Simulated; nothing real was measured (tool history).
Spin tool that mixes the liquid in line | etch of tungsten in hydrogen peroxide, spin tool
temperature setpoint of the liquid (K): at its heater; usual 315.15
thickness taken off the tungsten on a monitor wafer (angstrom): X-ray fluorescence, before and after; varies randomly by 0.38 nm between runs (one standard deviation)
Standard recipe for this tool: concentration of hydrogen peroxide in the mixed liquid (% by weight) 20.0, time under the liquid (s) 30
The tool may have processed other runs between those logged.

run	day	temperature setpoint of the liquid (K)	concentration of hydrogen peroxide in the mixed liquid (% by weight)	time under the liquid (s)	wafers since the last listed run	hours since the thermometer was replaced	hours since the peroxide flow meter was replaced	hours since the heated supply line was repaired	hours since the drum of peroxide was connected	hours since the gauge calibration	read-back film thickness of the tungsten reference wafer, read on the same gauge (nm)	thickness taken off the tungsten on a monitor wafer (angstrom)
1	0.000	312.65	20.0	30	0	1156.9	391.6	3581.7	391.0	326.1	80.00	371.9
2	0.883	312.65	20.0	30	261	1178.1	412.8	3602.9	412.2	347.3	79.99	373.3
3	1.654	312.65	20.0	30	228	1196.6	431.3	3621.4	430.7	365.8	80.01	377.1
4	2.667	315.15	20.0	30	300	1220.9	455.6	3645.7	455.0	390.1	80.02	444.9
5	3.300	315.15	20.0	30	187	1236.1	470.8	3660.9	470.2	405.3	80.01	438.5
6	3.867	315.15	20.0	30	168	1249.7	484.4	3674.5	483.8	418.9	80.01	446.1
7	4.754	315.15	20.0	30	263	1271.0	505.7	3695.8	505.1	440.2	79.99	448.3
8	6.138	315.15	20.0	30	410	1304.2	538.9	3729.0	538.3	473.4	79.98	436.7
# day 8.079: new drum of peroxide connected
9	9.417	315.15	20.0	30	960	1382.9	617.6	3807.7	32.1	552.1	80.01	446.5
# day 9.908: heated supply line repaired
10	10.275	311.15	22.0	30	242	1403.5	638.2	8.8	52.7	572.7	80.01	360.5
11	11.208	324.65	24.5	15	276	1425.9	660.6	31.2	75.1	595.1	80.01	453.3
12	12.146	315.15	20.0	50	278	1448.4	683.1	53.7	97.6	617.6	80.00	747.5
# day 12.662: thermometer replaced
13	13.404	315.15	20.0	30	360	17.8	713.3	83.9	127.8	647.8	79.99	449.3
14	13.983	312.15	22.5	50	171	31.7	727.2	97.8	141.7	661.7	79.99	648.7
# day 14.975: peroxide flow meter replaced
15	15.396	318.65	20.0	25	406	65.6	10.1	131.7	175.6	695.6	79.99	453.1
16	16.621	309.15	25.0	30	363	95.0	39.5	161.1	205.0	725.0	79.97	324.4
17	17.712	315.15	20.0	30	323	121.2	65.7	187.3	231.2	751.2	80.01	432.8
18	18.946	315.15	20.0	30	365	150.8	95.3	216.9	260.8	780.8	80.01	429.0
# day 20.442: gauge calibrated
19	20.679	307.65	25.0	30	514	192.4	136.9	258.5	302.4	5.7	80.02	294.4
20	21.546	315.15	25.5	30	257	213.2	157.7	279.3	323.2	26.5	79.99	486.4
21	22.450	315.15	20.0	30	268	234.9	179.4	301.0	344.9	48.2	79.97	434.2
22	23.704	309.65	23.5	15	371	265.0	209.5	331.1	375.0	78.3	80.01	164.4
23	24.912	315.15	20.0	30	358	294.0	238.5	360.1	404.0	107.3	79.99	426.6
24	25.429	315.15	14.0	30	153	306.4	250.9	372.5	416.4	119.7	80.00	363.2
25	26.888	318.65	20.0	25	432	341.4	285.9	407.5	451.4	154.7	79.99	459.5

Below are 5 alternative next runs, each starting from the tool's condition after run 25. Predict each:
A	26.904	318.15	20.0	30	4	341.8	286.3	407.9	451.8	155.1	?	?
B	26.904	311.15	18.0	15	4	341.8	286.3	407.9	451.8	155.1	?	?
C	26.904	324.15	14.0	15	4	341.8	286.3	407.9	451.8	155.1	?	?
D	26.904	320.65	15.5	15	4	341.8	286.3	407.9	451.8	155.1	?	?
E	26.904	315.15	22.0	30	4	341.8	286.3	407.9	451.8	155.1	?	?

run	read-back film thickness of the tungsten reference wafer, read on the same gauge (nm)	thickness taken off the tungsten on a monitor wafer (angstrom)
A	80.01	536.8
B	80.01	162.1
C	80.01	325.5
D	80.01	276.3
E	80.01	465.1
With no hidden state in the tool, these same runs would have given:
run	thickness taken off the tungsten on a monitor wafer (angstrom)
A	522.6
B	157.8
C	316.9
D	269.0
E	452.8
